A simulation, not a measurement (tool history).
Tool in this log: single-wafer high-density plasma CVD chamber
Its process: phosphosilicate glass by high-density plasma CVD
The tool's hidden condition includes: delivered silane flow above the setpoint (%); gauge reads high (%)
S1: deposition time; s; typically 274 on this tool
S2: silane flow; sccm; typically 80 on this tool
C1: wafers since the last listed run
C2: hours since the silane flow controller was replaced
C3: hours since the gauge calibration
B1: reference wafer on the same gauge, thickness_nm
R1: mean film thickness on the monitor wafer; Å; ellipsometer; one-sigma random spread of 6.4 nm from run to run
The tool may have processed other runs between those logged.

| run | hour | S1 | S2 | C1 | C2 | C3 | B1 | R1 |
|---|---|---|---|---|---|---|---|---|
| 1 | 0.0 | 239 | 80 | 0 | 1441.8 | 1711.3 | 1769.330 | 19324.23 |
| 2 | 77.1 | 286 | 86 | 353 | 1518.9 | 1788.4 | 1772.267 | 24264.90 |
| 3 | 166.3 | 286 | 86 | 408 | 1608.1 | 1877.6 | 1771.599 | 24319.19 |
| 4 | 230.4 | 286 | 86 | 293 | 1672.2 | 1941.7 | 1767.208 | 24430.72 |
| 5 | 326.9 | 316 | 80 | 442 | 1768.7 | 2038.2 | 1769.315 | 25512.68 |
| 6 | 406.6 | 316 | 80 | 365 | 1848.4 | 2117.9 | 1769.842 | 25574.81 |
| 7 | 488.6 | 316 | 80 | 375 | 1930.4 | 2199.9 | 1767.856 | 25562.42 |
| 8 | 567.9 | 274 | 80 | 363 | 2009.7 | 2279.2 | 1769.765 | 22134.49 |
| 9 | 647.9 | 274 | 80 | 366 | 2089.7 | 2359.2 | 1769.138 | 22263.93 |
| 10 | 728.8 | 274 | 80 | 370 | 2170.6 | 2440.1 | 1771.558 | 22064.96 |
| 11 | 777.7 | 303 | 92 | 224 | 2219.5 | 2489.0 | 1771.617 | 27131.71 |
| 12 | 825.8 | 303 | 92 | 220 | 2267.6 | 2537.1 | 1771.546 | 27175.13 |
| 13 | 922.3 | 303 | 92 | 442 | 2364.1 | 2633.6 | 1769.814 | 27030.11 |
| 14 | 1026.3 | 274 | 80 | 476 | 2468.1 | 2737.6 | 1771.289 | 22097.96 |
| 15 | 1112.2 | 274 | 80 | 393 | 2554.0 | 2823.5 | 1769.318 | 22169.89 |
| 16 | 1197.9 | 274 | 80 | 392 | 2639.7 | 2909.2 | 1768.827 | 22125.57 |
|  | 1290.7 | silane flow controller replaced |
| 17 | 1291.2 | 274 | 90 | 390 | 0.5 | 3002.5 | 1770.861 | 24038.62 |
| 18 | 1391.3 | 274 | 90 | 458 | 100.6 | 3102.6 | 1771.460 | 24125.19 |
| 19 | 1428.3 | 274 | 90 | 169 | 137.6 | 3139.6 | 1770.016 | 24055.12 |
| 20 | 1524.2 | 274 | 80 | 439 | 233.5 | 3235.5 | 1771.225 | 22045.33 |
| 21 | 1583.2 | 274 | 80 | 270 | 292.5 | 3294.5 | 1769.711 | 22136.12 |
| 22 | 1698.2 | 274 | 80 | 526 | 407.5 | 3409.5 | 1770.075 | 22064.46 |
|  | 1722.8 | gauge calibrated |
| 23 | 1778.1 | 274 | 80 | 366 | 487.4 | 55.3 | 1768.085 | 22096.82 |
| 24 | 1865.7 | 316 | 86 | 401 | 575.0 | 142.9 | 1771.732 | 26921.23 |
| 25 | 1915.9 | 231 | 88 | 230 | 625.2 | 193.1 | 1770.157 | 19944.05 |
| 26 | 2205.7 | 237 | 92 | 1327 | 915.0 | 482.9 | 1770.853 | 21076.67 |
| 27 | 2309.5 | 274 | 80 | 475 | 1018.8 | 586.7 | 1772.184 | 22078.50 |
| 28 | 2416.2 | 274 | 91 | 488 | 1125.5 | 693.4 | 1769.610 | 24350.76 |
| 29 | 2506.4 | 315 | 90 | 413 | 1215.7 | 783.6 | 1767.360 | 27864.62 |
| 30 | 2562.1 | 259 | 76 | 255 | 1271.4 | 839.3 | 1767.329 | 20131.51 |
| 31 | 2613.1 | 237 | 92 | 233 | 1322.4 | 890.3 | 1768.763 | 21166.47 |
| 32 | 2696.5 | 251 | 76 | 382 | 1405.8 | 973.7 | 1767.970 | 19593.71 |
| 33 | 2752.5 | 237 | 92 | 256 | 1461.8 | 1029.7 | 1770.181 | 21151.76 |
| 34 | 2817.4 | 274 | 80 | 297 | 1526.7 | 1094.6 | 1770.946 | 22103.08 |
| 35 | 2856.4 | 321 | 67 | 178 | 1565.7 | 1133.6 | 1770.098 | 22892.63 |
| 36 | 2942.6 | 305 | 86 | 394 | 1651.9 | 1219.8 | 1770.315 | 25856.69 |
| 37 | 3017.9 | 243 | 67 | 345 | 1727.2 | 1295.1 | 1771.800 | 17374.13 |
| 38 | 3105.1 | 274 | 80 | 399 | 1814.4 | 1382.3 | 1769.124 | 22009.28 |
| 39 | 3360.1 | 322 | 91 | 1168 | 2069.4 | 1637.3 | 1771.789 | 28514.31 |
| 40 | 3413.9 | 303 | 71 | 246 | 2123.2 | 1691.1 | 1769.166 | 22457.16 |
| 41 | 3670.0 | 219 | 69 | 1173 | 2379.3 | 1947.2 | 1769.928 | 15981.54 |
| 42 | 3737.6 | 318 | 94 | 309 | 2446.9 | 2014.8 | 1769.190 | 28824.57 |
| 43 | 3820.6 | 231 | 88 | 380 | 2529.9 | 2097.8 | 1770.869 | 20030.78 |
| 44 | 3870.6 | 235 | 88 | 229 | 2579.9 | 2147.8 | 1768.405 | 20307.24 |
| 45 | 4164.5 | 292 | 67 | 1346 | 2873.8 | 2441.7 | 1771.367 | 20816.17 |
| 46 | 4252.4 | 301 | 92 | 402 | 2961.7 | 2529.6 | 1769.407 | 26917.46 |
| 47 | 4352.7 | 292 | 90 | 459 | 3062.0 | 2629.9 | 1769.161 | 25631.37 |

Give the tool's hidden conditions for every run:
delivered silane flow above the setpoint (%): 0 at every run
gauge reads high (%): 0 at every run
